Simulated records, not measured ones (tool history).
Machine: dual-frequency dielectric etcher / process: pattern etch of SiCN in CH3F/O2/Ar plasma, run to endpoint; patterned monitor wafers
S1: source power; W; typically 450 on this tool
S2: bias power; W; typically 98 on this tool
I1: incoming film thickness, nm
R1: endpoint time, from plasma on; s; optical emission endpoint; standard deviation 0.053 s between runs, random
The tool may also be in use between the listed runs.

run,hour,S1,S2,I1,R1
1,0,450,98,7.62,17.9
2,15.4,450,98,7.64,18.1
3,29.1,450,98,7.65,18.1
4,46.9,450,98,7.66,18.2
5,58.3,450,113,7.58,17.1
6,76,420,111,7.63,17.6
7,91.7,400,98,7.59,18.5
8,105.1,400,98,7.58,18.7
9,119.6,400,98,7.56,18.5
10,135.3,450,98,7.61,18.3
11,143.4,450,98,7.73,18.5
12,157.5,350,107,7.63,18.7
# hour 168: bias power generator calibrated
13,171.9,550,105,7.63,17
14,182.7,380,121,7.6,17.6
# hour 237.1: wet clean of the chamber
# hour 237.5: source power generator calibrated
# hour 252.9: upper electrode replaced
15,253.4,450,98,7.62,17.7
16,253.7,510,116,7.56,16.1
17,260.2,490,84,7.62,18.3
18,273.3,450,98,7.55,17.5
19,289.7,450,85,7.69,18.9

Expected results for the next run?
20,305.9,540,90,7.6,?

Run 20 yielded R1 17.5 s.
Without the tool's hidden state the same run would have given R1 17.5 s.
